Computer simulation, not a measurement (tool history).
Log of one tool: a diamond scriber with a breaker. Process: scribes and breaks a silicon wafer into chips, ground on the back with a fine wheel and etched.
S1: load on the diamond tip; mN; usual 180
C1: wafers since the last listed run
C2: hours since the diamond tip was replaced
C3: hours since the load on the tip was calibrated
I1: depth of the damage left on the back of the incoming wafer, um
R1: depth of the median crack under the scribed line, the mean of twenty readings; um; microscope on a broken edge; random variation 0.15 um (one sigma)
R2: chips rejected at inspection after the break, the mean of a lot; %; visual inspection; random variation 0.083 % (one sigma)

| run | day | S1 | C1 | C2 | C3 | I1 | R1 | R2 |
|---|---|---|---|---|---|---|---|---|
| 1 | 0 | 180 | 0 | 660.3 | 644.3 | 0.68 | 7.92 | 3.66 |
| 2 | 1.242 | 180 | 133 | 690.1 | 674.1 | 0.59 | 8.12 | 3.84 |
| 3 | 2.108 | 154 | 93 | 710.9 | 694.9 | 0.73 | 6.64 | 11.12 |
| 4 | 5.829 | 154 | 399 | 800.2 | 784.2 | 0.55 | 6.56 | 14.42 |
| 5 | 7.321 | 212 | 160 | 836 | 820 | 0.45 | 8.42 | 1.75 |
|  | 8.012 | load on the tip recalibrated |
| 6 | 8.162 | 212 | 81 | 856.2 | 3.6 | 0.37 | 8.25 | 1.96 |
| 7 | 9.267 | 212 | 118 | 882.7 | 30.1 | 0.52 | 8.34 | 2.27 |
| 8 | 9.808 | 223 | 58 | 895.7 | 43.1 | 0.7 | 8.58 | 1.55 |
| 9 | 10.312 | 223 | 54 | 907.8 | 55.2 | 0.62 | 8.7 | 1.72 |
|  | 10.967 | diamond tip replaced by a new one |
| 10 | 11.617 | 221 | 131 | 15.6 | 86.5 | 0.38 | 10.37 | 5.05 |

Forecast run 11:
| 11 | 13.5 | 233 | 202 | 60.8 | 131.7 | 0.47 | ? | ? |

Run 11 gave R1 11.28 um, R2 7.43 %.
Without the tool's hidden state the same run would have given R1 11.37 um, R2 7.89 %.

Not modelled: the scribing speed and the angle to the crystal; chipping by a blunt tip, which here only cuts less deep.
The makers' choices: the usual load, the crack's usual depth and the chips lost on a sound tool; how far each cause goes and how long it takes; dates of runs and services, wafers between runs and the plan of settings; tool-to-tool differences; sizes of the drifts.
